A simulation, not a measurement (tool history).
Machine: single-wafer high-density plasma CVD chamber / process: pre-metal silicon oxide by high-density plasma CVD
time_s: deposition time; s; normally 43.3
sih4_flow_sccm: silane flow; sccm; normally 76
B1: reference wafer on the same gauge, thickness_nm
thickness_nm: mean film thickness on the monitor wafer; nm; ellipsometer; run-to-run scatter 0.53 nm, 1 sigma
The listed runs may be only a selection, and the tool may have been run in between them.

Run 1, hour 0.0: usual settings but sih4_flow_sccm 79 sccm; B1 412.041. Result: thickness_nm 364.300 nm.
Run 2, hour 14.3: usual settings but sih4_flow_sccm 79 sccm; B1 411.948. Result: thickness_nm 364.298 nm.
Run 3, hour 25.6: usual settings but sih4_flow_sccm 86 sccm; B1 411.964. Result: thickness_nm 396.376 nm.
Run 4, hour 37.4: usual settings but sih4_flow_sccm 86 sccm; B1 412.018. Result: thickness_nm 395.410 nm.
Run 5, hour 52.3: usual settings but sih4_flow_sccm 86 sccm; B1 412.142. Result: thickness_nm 396.070 nm.
Run 6, hour 64.2: usual settings but time_s 49.6 s; B1 412.027. Result: thickness_nm 401.648 nm.
Run 7, hour 71.3: usual settings but time_s 49.6 s; B1 412.117. Result: thickness_nm 400.058 nm.
At hour 89.8: silane flow controller replaced.
Run 8, hour 90.3: usual settings but time_s 37.0 s; B1 411.952. Result: thickness_nm 299.777 nm.
Run 9, hour 100.4: usual settings but time_s 47.6 s, sih4_flow_sccm 82 sccm; B1 411.956. Result: thickness_nm 415.763 nm.
Run 10, hour 112.4: usual settings; B1 412.008. Result: thickness_nm 349.733 nm.
At hour 124.4: gauge calibrated.
Run 11, hour 124.6: usual settings but time_s 37.8 s, sih4_flow_sccm 65 sccm; B1 411.845. Result: thickness_nm 261.679 nm.
Run 12, hour 136.1: usual settings but time_s 40.9 s, sih4_flow_sccm 86 sccm; B1 412.068. Result: thickness_nm 373.757 nm.
Run 13, hour 147.8: usual settings but time_s 36.1 s, sih4_flow_sccm 89 sccm; B1 412.046. Result: thickness_nm 341.749 nm.
Run 14, hour 158.6: usual settings but sih4_flow_sccm 71 sccm; B1 411.902. Result: thickness_nm 327.463 nm.

The next listed run, before its measurement:
Run 15, hour 172.2: usual settings but time_s 37.0 s; B1 ?. Result: thickness_nm ?.

Run 15 gave B1 412.006, thickness_nm 299.324 nm.
Take away the tool's hidden state, keep the run-to-run variation as it was, and the same run would have given thickness_nm 299.324 nm.
